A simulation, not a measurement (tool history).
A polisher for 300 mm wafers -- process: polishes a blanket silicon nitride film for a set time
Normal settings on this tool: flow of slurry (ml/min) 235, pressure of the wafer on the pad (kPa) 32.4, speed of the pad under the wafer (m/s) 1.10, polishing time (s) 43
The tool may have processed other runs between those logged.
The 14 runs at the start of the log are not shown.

run,hour,flow of slurry (ml/min),pressure of the wafer on the pad (kPa),speed of the pad under the wafer (m/s),polishing time (s),"incoming thickness of the incoming film, nm",film removed (angstrom)
15,298.2,235,32.4,1.10,43,725.2,1122
# hour 305.0: slurry nozzle cleaned
16,313.2,235,29.6,1.10,43,705.1,1025
17,327.1,235,29.6,1.10,43,722.8,1010
# hour 346.7: worn pad replaced by a new one
18,348.9,205,32.4,0.90,43,722.4,952
19,362.3,235,32.4,1.10,43,731.2,1138
# hour 400.5: head pressure recalibrated
20,456.7,235,32.4,1.10,43,718.1,1129
21,479.1,200,32.4,1.10,54,721.7,1364
22,492.4,235,24.8,1.10,48,719.3,952
# hour 545.6: worn pad replaced by a new one
23,562.7,235,32.4,1.10,43,715.9,1152
24,595.7,310,41.4,1.10,43,716.0,1487
25,611.5,235,32.4,1.42,32,715.8,1028
26,627.3,235,32.4,1.10,56,719.3,1452
27,656.0,235,32.4,1.10,43,727.3,1127
28,669.5,305,42.1,1.34,51,721.2,2007
# hour 752.2: worn pad replaced by a new one
29,773.2,235,32.4,1.10,43,728.2,1128
# hour 791.6: slurry nozzle cleaned
30,793.8,235,32.4,0.90,43,727.5,981
31,812.3,175,32.4,0.96,43,729.4,961
32,870.5,235,32.4,1.10,43,715.9,1139
33,890.0,210,32.4,1.10,43,708.4,1096
34,911.7,235,32.4,1.10,50,716.7,1283

What if the next run were any one of these 4? Each begins from the tool's condition after run 34:
A,912.1,235,32.4,1.24,43,718.2,?
B,912.1,270,43.4,1.10,43,718.2,?
C,912.1,290,29.0,1.38,56,718.2,?
D,912.1,235,32.4,1.10,34,718.2,?

run,film removed (angstrom)
A,1199
B,1491
C,1550
D,866
With no hidden state in the tool, these same runs would have given:
run,film removed (angstrom)
A,1244
B,1547
C,1608
D,898
